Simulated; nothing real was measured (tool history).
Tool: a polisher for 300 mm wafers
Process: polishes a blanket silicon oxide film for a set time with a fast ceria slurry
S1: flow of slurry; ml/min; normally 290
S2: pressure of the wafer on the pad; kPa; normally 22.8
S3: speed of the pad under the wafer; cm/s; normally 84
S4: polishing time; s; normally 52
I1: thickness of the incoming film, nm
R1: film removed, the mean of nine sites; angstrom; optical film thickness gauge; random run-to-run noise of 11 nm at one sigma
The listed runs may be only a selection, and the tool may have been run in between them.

{"run": 1, "hour": 0.0, "S1": 340, "S2": 22.8, "S3": 84, "S4": 52, "I1": 2673.2, "R1": 7731}
{"run": 2, "hour": 13.1, "S1": 290, "S2": 25.5, "S3": 84, "S4": 52, "I1": 2700.3, "R1": 8423}
{"run": 3, "hour": 24.2, "S1": 290, "S2": 25.5, "S3": 84, "S4": 52, "I1": 2674.0, "R1": 8524}
{"run": 4, "hour": 35.4, "S1": 290, "S2": 25.5, "S3": 84, "S4": 52, "I1": 2652.3, "R1": 8181}
{"run": 5, "hour": 44.7, "S1": 290, "S2": 22.8, "S3": 84, "S4": 52, "I1": 2677.1, "R1": 7328}
{"hour": 55.0, "done": "worn pad replaced by a new one"}
{"run": 6, "hour": 61.2, "S1": 290, "S2": 22.8, "S3": 84, "S4": 52, "I1": 2630.9, "R1": 8001}
{"hour": 76.1, "done": "slurry nozzle cleaned"}
{"hour": 77.7, "done": "head pressure recalibrated"}
{"run": 7, "hour": 78.2, "S1": 290, "S2": 22.8, "S3": 84, "S4": 52, "I1": 2647.3, "R1": 7765}
{"run": 8, "hour": 84.3, "S1": 290, "S2": 19.3, "S3": 84, "S4": 52, "I1": 2618.9, "R1": 6472}
{"run": 9, "hour": 91.3, "S1": 290, "S2": 19.3, "S3": 84, "S4": 52, "I1": 2688.3, "R1": 6321}
{"run": 10, "hour": 101.1, "S1": 290, "S2": 22.8, "S3": 84, "S4": 52, "I1": 2654.7, "R1": 7304}
{"run": 11, "hour": 107.3, "S1": 215, "S2": 29.6, "S3": 84, "S4": 61, "I1": 2657.2, "R1": 10810}
{"hour": 115.1, "done": "worn pad replaced by a new one"}
{"run": 12, "hour": 116.1, "S1": 290, "S2": 28.3, "S3": 84, "S4": 36, "I1": 2678.0, "R1": 7198}
{"run": 13, "hour": 123.6, "S1": 240, "S2": 22.8, "S3": 84, "S4": 52, "I1": 2676.6, "R1": 7941}
{"run": 14, "hour": 131.8, "S1": 290, "S2": 22.8, "S3": 84, "S4": 52, "I1": 2649.5, "R1": 7588}
{"run": 15, "hour": 148.6, "S1": 290, "S2": 22.8, "S3": 84, "S4": 52, "I1": 2661.3, "R1": 7589}
{"run": 16, "hour": 157.9, "S1": 290, "S2": 30.3, "S3": 84, "S4": 52, "I1": 2659.9, "R1": 10148}
{"hour": 175.1, "done": "worn pad replaced by a new one"}
{"run": 17, "hour": 175.8, "S1": 290, "S2": 26.2, "S3": 96, "S4": 69, "I1": 2651.5, "R1": 13892}
{"run": 18, "hour": 192.0, "S1": 260, "S2": 22.8, "S3": 84, "S4": 42, "I1": 2669.6, "R1": 6014}
{"run": 19, "hour": 203.5, "S1": 290, "S2": 25.5, "S3": 84, "S4": 52, "I1": 2699.1, "R1": 8444}
{"run": 20, "hour": 220.0, "S1": 325, "S2": 22.8, "S3": 58, "S4": 65, "I1": 2647.2, "R1": 6882}

Each row is a separate what-if for the run after 20, all from the same tool condition, not one after another. Results?
{"run": "A", "hour": 220.4, "S1": 290, "S2": 22.8, "S3": 84, "S4": 52, "I1": 2644.7, "R1": "?"}
{"run": "B", "hour": 220.4, "S1": 290, "S2": 22.8, "S3": 94, "S4": 45, "I1": 2644.7, "R1": "?"}
{"run": "C", "hour": 220.4, "S1": 290, "S2": 22.8, "S3": 84, "S4": 64, "I1": 2644.7, "R1": "?"}

run=A R1=7420
run=B R1=7043
run=C R1=9132
With the hidden condition removed and each run's random variation left untouched, the same runs would have given:
run=A R1=8416
run=B R1=7989
run=C R1=10358
